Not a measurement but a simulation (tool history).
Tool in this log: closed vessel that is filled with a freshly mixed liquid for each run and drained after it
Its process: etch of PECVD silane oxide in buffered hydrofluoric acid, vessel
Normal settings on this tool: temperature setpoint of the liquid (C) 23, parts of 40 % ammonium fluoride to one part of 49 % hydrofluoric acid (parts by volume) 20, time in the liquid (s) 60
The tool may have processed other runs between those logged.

run	hour	temperature setpoint of the liquid (C)	parts of 40 % ammonium fluoride to one part of 49 % hydrofluoric acid (parts by volume)	time in the liquid (s)	read-back film thickness of the PECVD silane oxide reference wafer, read on the same gauge (nm)	thickness taken off the PECVD silane oxide on a monitor wafer (nm)
1	0	23	20	60	50	79.35
2	77.9	23	20	60	50.01	78.95
3	280	23	20	60	50	78.11
4	327	19.5	20	60	50	63.13
5	406	19.5	20	60	49.98	62.89
# hour 481.3: hydrofluoric acid flow meter replaced
6	489.2	19.5	20	60	50.03	65.38
# hour 515.8: thermometer replaced
7	724.8	23	20	40	50	52.08
8	785.1	23	20	40	50.03	51.98
9	863.8	23	25	60	50.04	65.39
10	905	23	20	60	49.99	76.66
# hour 966.7: hydrofluoric acid flow meter replaced
11	977.1	23	20	60	50	80.69
# hour 1173.5: thermometer replaced
12	1223.7	23	20	60	50	78.39
13	1265.9	23	20	60	49.99	77.76
14	1343.8	23	20	60	49.97	78.51
15	1393.5	21.5	27	45	50.02	43.12
16	1464.3	21	22.5	60	49.99	62.96
# hour 1494.5: gauge calibrated
# hour 1500.1: hydrofluoric acid flow meter replaced
17	1555.7	21	20	70	50.01	82.82
18	1658.6	19	24.5	60	50	54.96
19	1754.2	18.5	20	50	50.03	51.1
# hour 1804.2: thermometer replaced
20	1815.4	18.5	15.5	45	49.98	58.27
21	1896.8	23	20	45	49.99	58.16
# hour 1987.6: hydrofluoric acid flow meter replaced
22	2008.8	23	20	60	50.02	80.18
23	2079	21	23.5	30	49.99	31.76
24	2163.1	18.5	20	60	50.03	61.57

4 options for the next run, each taken on its own from the tool as it stands now. Forecast them:
A	2163.8	23	13	60	?	?
B	2163.8	26	20	45	?	?
C	2163.8	20	22.5	30	?	?
D	2163.8	19	24.5	80	?	?

run	read-back film thickness of the PECVD silane oxide reference wafer, read on the same gauge (nm)	thickness taken off the PECVD silane oxide on a monitor wafer (nm)
A	50.02	120.17
B	50.02	70.13
C	50.02	30.96
D	50.02	73.58
With the hidden condition removed and each run's random variation left untouched, the same runs would have given:
run	thickness taken off the PECVD silane oxide on a monitor wafer (nm)
A	123.94
B	71.66
C	31.65
D	75.2
